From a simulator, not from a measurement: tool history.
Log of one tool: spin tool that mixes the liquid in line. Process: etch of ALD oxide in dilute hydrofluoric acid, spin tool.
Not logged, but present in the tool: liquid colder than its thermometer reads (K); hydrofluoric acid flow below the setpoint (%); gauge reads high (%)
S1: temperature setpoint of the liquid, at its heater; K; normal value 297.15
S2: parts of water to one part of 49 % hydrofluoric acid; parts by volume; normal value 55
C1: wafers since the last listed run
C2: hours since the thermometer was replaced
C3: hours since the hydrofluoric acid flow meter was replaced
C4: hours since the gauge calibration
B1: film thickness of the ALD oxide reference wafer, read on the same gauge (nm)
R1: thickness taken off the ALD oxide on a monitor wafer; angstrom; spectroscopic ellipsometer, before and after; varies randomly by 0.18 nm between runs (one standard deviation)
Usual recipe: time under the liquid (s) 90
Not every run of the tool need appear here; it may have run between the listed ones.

run 1 day=0.000 | S1=300.15 S2=55 time_under_the_liquid_(s)=90 | C1=0 C2=1334.7 C3=183.4 C4=627.3 | B1=130.01 | R1=482.5
run 2 day=1.475 | S1=300.15 S2=55 time_under_the_liquid_(s)=90 | C1=346 C2=1370.1 C3=218.8 C4=662.7 | B1=130.00 | R1=482.6
run 3 day=2.338 | S1=300.15 S2=55 time_under_the_liquid_(s)=90 | C1=202 C2=1390.8 C3=239.5 C4=683.4 | B1=130.02 | R1=478.9
run 4 day=3.450 | S1=297.15 S2=55 time_under_the_liquid_(s)=90 | C1=261 C2=1417.5 C3=266.2 C4=710.1 | B1=129.98 | R1=425.1
-- day=5.071 thermometer replaced
run 5 day=5.438 | S1=297.15 S2=55 time_under_the_liquid_(s)=90 | C1=457 C2=8.8 C3=313.9 C4=757.8 | B1=129.97 | R1=444.2
run 6 day=6.879 | S1=297.15 S2=55 time_under_the_liquid_(s)=90 | C1=338 C2=43.4 C3=348.5 C4=792.4 | B1=129.98 | R1=441.0
run 7 day=8.171 | S1=297.15 S2=75 time_under_the_liquid_(s)=90 | C1=303 C2=74.4 C3=379.5 C4=823.4 | B1=130.02 | R1=311.5
run 8 day=8.954 | S1=297.15 S2=55 time_under_the_liquid_(s)=90 | C1=184 C2=93.2 C3=398.3 C4=842.2 | B1=130.02 | R1=438.1
run 9 day=9.479 | S1=297.15 S2=55 time_under_the_liquid_(s)=90 | C1=123 C2=105.8 C3=410.9 C4=854.8 | B1=129.99 | R1=438.2
run 10 day=10.700 | S1=297.15 S2=55 time_under_the_liquid_(s)=90 | C1=286 C2=135.1 C3=440.2 C4=884.1 | B1=129.98 | R1=435.3
run 11 day=12.171 | S1=301.15 S2=40 time_under_the_liquid_(s)=45 | C1=345 C2=170.4 C3=475.5 C4=919.4 | B1=129.98 | R1=356.2
run 12 day=13.408 | S1=297.15 S2=55 time_under_the_liquid_(s)=90 | C1=290 C2=200.1 C3=505.2 C4=949.1 | B1=130.01 | R1=433.5
run 13 day=14.329 | S1=294.15 S2=65 time_under_the_liquid_(s)=45 | C1=216 C2=222.2 C3=527.3 C4=971.2 | B1=130.02 | R1=159.9
run 14 day=15.658 | S1=297.15 S2=55 time_under_the_liquid_(s)=90 | C1=312 C2=254.1 C3=559.2 C4=1003.1 | B1=129.99 | R1=430.1
-- day=16.671 hydrofluoric acid flow meter replaced
run 15 day=16.996 | S1=298.65 S2=25 time_under_the_liquid_(s)=90 | C1=304 C2=286.2 C3=7.8 C4=1035.2 | B1=130.00 | R1=1091.0
run 16 day=18.292 | S1=297.15 S2=65 time_under_the_liquid_(s)=90 | C1=304 C2=317.3 C3=38.9 C4=1066.3 | B1=130.01 | R1=371.2
run 17 day=19.204 | S1=292.15 S2=45 time_under_the_liquid_(s)=120 | C1=214 C2=339.2 C3=60.8 C4=1088.2 | B1=130.02 | R1=597.6
run 18 day=20.546 | S1=299.15 S2=55 time_under_the_liquid_(s)=90 | C1=315 C2=371.4 C3=93.0 C4=1120.4 | B1=130.01 | R1=482.0
run 19 day=21.475 | S1=297.15 S2=55 time_under_the_liquid_(s)=90 | C1=218 C2=393.7 C3=115.3 C4=1142.7 | B1=129.99 | R1=442.4
run 20 day=25.521 | S1=297.15 S2=75 time_under_the_liquid_(s)=90 | C1=950 C2=490.8 C3=212.4 C4=1239.8 | B1=130.01 | R1=314.2
-- day=26.071 gauge calibrated
run 21 day=26.104 | S1=301.65 S2=55 time_under_the_liquid_(s)=65 | C1=137 C2=504.8 C3=226.4 C4=0.8 | B1=130.01 | R1=379.8
run 22 day=26.858 | S1=297.15 S2=55 time_under_the_liquid_(s)=90 | C1=177 C2=522.9 C3=244.5 C4=18.9 | B1=129.99 | R1=437.3
run 23 day=27.796 | S1=298.65 S2=55 time_under_the_liquid_(s)=35 | C1=220 C2=545.4 C3=267.0 C4=41.4 | B1=130.01 | R1=179.3
run 24 day=28.354 | S1=300.65 S2=85 time_under_the_liquid_(s)=60 | C1=131 C2=558.8 C3=280.4 C4=54.8 | B1=129.98 | R1=207.6
run 25 day=29.688 | S1=297.15 S2=55 time_under_the_liquid_(s)=90 | C1=313 C2=590.8 C3=312.4 C4=86.8 | B1=130.04 | R1=432.1
run 26 day=30.496 | S1=292.65 S2=30 time_under_the_liquid_(s)=90 | C1=189 C2=610.2 C3=331.8 C4=106.2 | B1=129.99 | R1=680.0
run 27 day=31.575 | S1=297.15 S2=55 time_under_the_liquid_(s)=130 | C1=253 C2=636.1 C3=357.7 C4=132.1 | B1=130.02 | R1=622.0
run 28 day=32.146 | S1=297.15 S2=55 time_under_the_liquid_(s)=90 | C1=134 C2=649.8 C3=371.4 C4=145.8 | B1=130.00 | R1=429.0
run 29 day=32.788 | S1=297.15 S2=55 time_under_the_liquid_(s)=65 | C1=150 C2=665.2 C3=386.8 C4=161.2 | B1=129.97 | R1=312.1
run 30 day=33.771 | S1=294.15 S2=45 time_under_the_liquid_(s)=45 | C1=230 C2=688.8 C3=410.4 C4=184.8 | B1=130.01 | R1=234.7
run 31 day=34.754 | S1=297.15 S2=55 time_under_the_liquid_(s)=90 | C1=230 C2=712.4 C3=434.0 C4=208.4 | B1=129.99 | R1=426.4
run 32 day=35.646 | S1=297.15 S2=55 time_under_the_liquid_(s)=90 | C1=209 C2=733.8 C3=455.4 C4=229.8 | B1=130.01 | R1=424.8
run 33 day=36.788 | S1=297.15 S2=55 time_under_the_liquid_(s)=115 | C1=268 C2=761.2 C3=482.8 C4=257.2 | B1=130.00 | R1=544.5
-- day=37.400 hydrofluoric acid flow meter replaced
run 34 day=37.833 | S1=301.15 S2=40 time_under_the_liquid_(s)=105 | C1=235 C2=786.3 C3=10.4 C4=282.3 | B1=130.01 | R1=848.9

Branching from run 34: 4 alternative next runs. What would each branch give?
run A day=37.850 | S1=293.65 S2=55 time_under_the_liquid_(s)=90 | C1=3 C2=786.7 C3=10.8 C4=282.7 | B1=? | R1=?
run B day=37.850 | S1=297.15 S2=70 time_under_the_liquid_(s)=130 | C1=3 C2=786.7 C3=10.8 C4=282.7 | B1=? | R1=?
run C day=37.850 | S1=294.65 S2=40 time_under_the_liquid_(s)=125 | C1=3 C2=786.7 C3=10.8 C4=282.7 | B1=? | R1=?
run D day=37.850 | S1=298.65 S2=35 time_under_the_liquid_(s)=90 | C1=3 C2=786.7 C3=10.8 C4=282.7 | B1=? | R1=?

run=A B1=130.00 R1=381.0
run=B B1=130.00 R1=490.8
run=C B1=130.00 R1=773.1
run=D B1=130.00 R1=757.2
With no hidden state in the tool, these same runs would have given:
run=A R1=391.4
run=B R1=503.8
run=C R1=794.2
run=D R1=777.4
